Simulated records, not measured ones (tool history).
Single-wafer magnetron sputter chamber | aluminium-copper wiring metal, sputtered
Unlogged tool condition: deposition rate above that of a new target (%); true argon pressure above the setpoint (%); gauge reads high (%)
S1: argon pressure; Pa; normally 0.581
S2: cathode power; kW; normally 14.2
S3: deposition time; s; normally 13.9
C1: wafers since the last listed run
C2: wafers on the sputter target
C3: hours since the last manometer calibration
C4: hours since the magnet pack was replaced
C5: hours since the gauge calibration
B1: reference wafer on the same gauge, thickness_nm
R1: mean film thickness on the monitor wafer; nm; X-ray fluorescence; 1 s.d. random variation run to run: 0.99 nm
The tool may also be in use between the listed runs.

run   hour     S1     S2    S3   C1    C2      C3       C4     C5       B1       R1
  1      0  0.763   14.2  13.9    0  2397  2514.6  11180.7  187.9  382.157  291.367
  2   10.2  0.763   14.2  13.9  158  2555  2524.8  11190.9  198.1  382.169  292.173
  3   22.2  0.581   14.2  13.9  185  2741  2536.8  11202.9  210.1  381.976  321.343
  4   30.4  0.581   14.2  13.9  127  2868    2545  11211.1  218.3  381.965  324.145
  5     38  0.581   14.2  13.9  117  2986  2552.6  11218.7  225.9  382.106  321.949
  6   53.9  0.581   14.2  13.9  246  3232  2568.5  11234.6  241.8  381.933  321.572
  7   71.4  0.581   14.2    12  271  3503    2586  11252.1  259.3  381.824  279.085
      84.4  -- magnet pack replaced
  8   84.9  0.581   11.8  16.2   85  3589  2599.5      0.5  272.8  381.908  312.065
  9   88.3  0.381   11.6  11.9   52  3641  2602.9      3.9  276.2  381.846  251.729
      98.2  -- gauge calibrated
 10  132.3  0.461   14.2  12.5  681  4323  2646.9     47.9   34.1  382.344  309.898
     145.2  -- sputter target and shields replaced
     182.6  -- capacitance manometer re-zeroed and calibrated
 11  183.1  0.581   14.2  13.9  539   463     0.5     98.7   84.9   381.95   321.19
 12  198.7  0.523   17.6  11.5  241   704    16.1    114.3  100.5  381.853  342.015
 13  215.6  0.581   14.2  13.9  261   966      33    131.2  117.4  382.059  321.762
 14  229.7  0.709  11.85  13.9  218  1185    47.1    145.3  131.5  381.934  249.581

Hidden state at the last listed run before each entry between runs and at the first one after, where it differs:
Logged between run 7 and run 8: magnet pack replaced (hour 84.4)
  nothing in the hidden state changes from one run to the other
Logged between run 9 and run 10: gauge calibrated (hour 98.2)
  nothing in the hidden state changes from one run to the other
Logged between run 10 and run 11: sputter target and shields replaced (hour 145.2); capacitance manometer re-zeroed and calibrated (hour 182.6)
  nothing in the hidden state changes from one run to the other
